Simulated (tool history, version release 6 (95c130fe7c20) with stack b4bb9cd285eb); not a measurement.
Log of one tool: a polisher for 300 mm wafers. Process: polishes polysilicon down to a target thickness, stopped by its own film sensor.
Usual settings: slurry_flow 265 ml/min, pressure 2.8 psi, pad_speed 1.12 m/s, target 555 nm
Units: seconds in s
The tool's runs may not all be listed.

| run | hour | slurry_flow | pressure | pad_speed | target | wafers since the last listed run | wafers polished on this pad | hours since the slurry nozzle was cleaned | hours since the head pressure was calibrated | incoming thickness of the incoming film, nm | seconds |
|---|---|---|---|---|---|---|---|---|---|---|---|
| 1 | 0.0 | 265 | 2.8 | 1.12 | 555 | 0 | 722 | 181.2 | 187.9 | 896.8 | 39.2 |
| 2 | 36.4 | 265 | 2.8 | 1.12 | 555 | 451 | 1173 | 217.6 | 224.3 | 881.9 | 37.0 |
| 3 | 193.4 | 265 | 2.8 | 1.12 | 555 | 1946 | 3120 | 374.6 | 381.3 | 869.7 | 36.7 |
| 4 | 292.3 | 265 | 2.8 | 1.12 | 555 | 1226 | 4346 | 473.5 | 480.2 | 885.3 | 38.9 |
| 5 | 332.9 | 265 | 2.8 | 1.38 | 555 | 503 | 4849 | 514.1 | 520.8 | 875.5 | 31.4 |
|  | 418.4 | slurry nozzle cleaned |
|  | 489.1 | worn pad replaced by a new one |
| 6 | 545.5 | 265 | 2.8 | 1.38 | 555 | 2573 | 699 | 127.1 | 733.4 | 875.3 | 31.1 |
| 7 | 595.1 | 265 | 2.8 | 1.38 | 555 | 614 | 1314 | 176.7 | 783.0 | 881.8 | 31.5 |
| 8 | 682.0 | 265 | 2.8 | 1.12 | 555 | 1077 | 2391 | 263.6 | 869.9 | 883.3 | 40.2 |
| 9 | 729.9 | 265 | 2.8 | 1.12 | 555 | 593 | 2985 | 311.5 | 917.8 | 879.2 | 40.3 |
| 10 | 815.3 | 265 | 2.8 | 1.12 | 555 | 1058 | 4044 | 396.9 | 1003.2 | 881.7 | 41.7 |
| 11 | 868.8 | 265 | 2.8 | 1.12 | 555 | 663 | 4707 | 450.4 | 1056.7 | 880.4 | 41.8 |
|  | 913.0 | head pressure recalibrated |
| 12 | 921.8 | 265 | 2.8 | 1.12 | 555 | 632 | 5340 | 503.4 | 8.8 | 869.5 | 36.7 |
| 13 | 958.0 | 265 | 2.8 | 1.12 | 555 | 448 | 5788 | 539.6 | 45.0 | 865.3 | 37.3 |
|  | 983.1 | slurry nozzle cleaned |
| 14 | 1024.1 | 265 | 2.8 | 1.12 | 555 | 807 | 6595 | 41.0 | 111.1 | 871.9 | 39.1 |
| 15 | 1086.4 | 195 | 2.8 | 1.12 | 642 | 772 | 7368 | 103.3 | 173.4 | 871.6 | 28.6 |
|  | 1093.7 | worn pad replaced by a new one |
| 16 | 1183.2 | 195 | 2.8 | 1.12 | 642 | 1150 | 1109 | 200.1 | 270.2 | 872.2 | 27.4 |
| 17 | 1261.6 | 265 | 3.3 | 1.12 | 645 | 971 | 2081 | 278.5 | 348.6 | 874.1 | 22.7 |
| 18 | 1407.0 | 265 | 2.8 | 1.12 | 584 | 1802 | 3883 | 423.9 | 494.0 | 868.1 | 33.4 |
| 19 | 1513.0 | 185 | 2.0 | 1.12 | 663 | 1314 | 5198 | 529.9 | 600.0 | 867.1 | 36.4 |
| 20 | 1593.1 | 265 | 2.2 | 1.12 | 451 | 993 | 6191 | 610.0 | 680.1 | 877.4 | 68.6 |
|  | 1623.9 | slurry nozzle cleaned |
| 21 | 1729.3 | 265 | 2.8 | 1.12 | 555 | 1676 | 7867 | 105.4 | 816.3 | 880.8 | 41.6 |
|  | 1785.6 | worn pad replaced by a new one |
| 22 | 1910.4 | 325 | 2.8 | 1.46 | 555 | 2195 | 1547 | 286.5 | 997.4 | 889.2 | 31.7 |
| 23 | 1947.3 | 180 | 2.8 | 1.12 | 614 | 457 | 2005 | 323.4 | 1034.3 | 877.6 | 35.9 |
| 24 | 2020.6 | 265 | 1.9 | 1.12 | 555 | 908 | 2913 | 396.7 | 1107.6 | 867.0 | 60.1 |
|  | 2055.7 | head pressure recalibrated |
| 25 | 2101.4 | 265 | 3.6 | 1.42 | 555 | 976 | 3890 | 477.5 | 45.7 | 874.0 | 22.4 |
| 26 | 2169.0 | 265 | 2.8 | 1.12 | 555 | 838 | 4728 | 545.1 | 113.3 | 869.5 | 37.1 |
|  | 2237.8 | slurry nozzle cleaned |
| 27 | 2243.6 | 265 | 2.8 | 1.12 | 555 | 912 | 5641 | 5.8 | 187.9 | 880.4 | 38.8 |
| 28 | 2285.4 | 265 | 2.8 | 0.94 | 486 | 518 | 6159 | 47.6 | 229.7 | 873.7 | 56.3 |
|  | 2382.5 | worn pad replaced by a new one |
| 29 | 2583.9 | 265 | 3.3 | 1.12 | 663 | 3651 | 2497 | 346.1 | 528.2 | 891.0 | 22.6 |
| 30 | 2641.5 | 265 | 2.8 | 1.12 | 555 | 714 | 3211 | 403.7 | 585.8 | 878.3 | 37.6 |
| 31 | 2718.4 | 175 | 2.8 | 1.12 | 555 | 953 | 4164 | 480.6 | 662.7 | 868.9 | 40.2 |
| 32 | 2765.7 | 265 | 2.8 | 1.12 | 555 | 586 | 4750 | 527.9 | 710.0 | 888.7 | 41.4 |
| 33 | 2835.9 | 265 | 2.8 | 0.96 | 555 | 870 | 5621 | 598.1 | 780.2 | 876.9 | 46.8 |
| 34 | 2939.4 | 320 | 3.1 | 1.12 | 555 | 1283 | 6904 | 701.6 | 883.7 | 880.2 | 37.3 |
|  | 2957.4 | slurry nozzle cleaned |
| 35 | 2992.9 | 265 | 2.3 | 1.32 | 519 | 650 | 7555 | 35.5 | 937.2 | 889.4 | 49.4 |
| 36 | 3080.6 | 265 | 2.8 | 1.12 | 598 | 1087 | 8642 | 123.2 | 1024.9 | 882.4 | 38.0 |

What the log doesn't show, run by run:
slurry flow missing at the pad, %: 0 in every run
H1: removal rate lost through wear of the pad, %
H2: deviation of the head's pressure from its setpoint, %
| run | H1 | H2 |
|---|---|---|
| 1 | 1.75 | 0.989 |
| 2 | 2.16 | 0.851 |
| 3 | 3.94 | -0.0257 |
| 4 | 5.07 | -0.811 |
| 5 | 5.53 | -1.19 |
| 6 | 1.15 | -3.64 |
| 7 | 1.71 | -4.34 |
| 8 | 2.7 | -5.66 |
| 9 | 3.24 | -6.45 |
| 10 | 4.21 | -7.96 |
| 11 | 4.82 | -8.98 |
| 12 | 5.42 | -0.124 |
| 13 | 5.83 | -0.142 |
| 14 | 6.59 | -0.237 |
| 15 | 7.29 | -0.4 |
| 16 | 1.55 | -0.796 |
| 17 | 2.44 | -1.24 |
| 18 | 4.1 | -2.37 |
| 19 | 5.3 | -3.44 |
| 20 | 6.21 | -4.39 |
| 21 | 7.76 | -6.27 |
| 22 | 1.87 | -9.3 |
| 23 | 2.29 | -9.99 |
| 24 | 3.12 | -11.4 |
| 25 | 4.04 | 0.67 |
| 26 | 4.81 | 0.571 |
| 27 | 5.66 | 0.364 |
| 28 | 6.13 | 0.203 |
| 29 | 2.76 | -1.88 |
| 30 | 3.41 | -2.47 |
| 31 | 4.28 | -3.36 |
| 32 | 4.82 | -3.96 |
| 33 | 5.62 | -4.92 |
| 34 | 6.8 | -6.51 |
| 35 | 7.4 | -7.41 |
| 36 | 8.4 | -9 |

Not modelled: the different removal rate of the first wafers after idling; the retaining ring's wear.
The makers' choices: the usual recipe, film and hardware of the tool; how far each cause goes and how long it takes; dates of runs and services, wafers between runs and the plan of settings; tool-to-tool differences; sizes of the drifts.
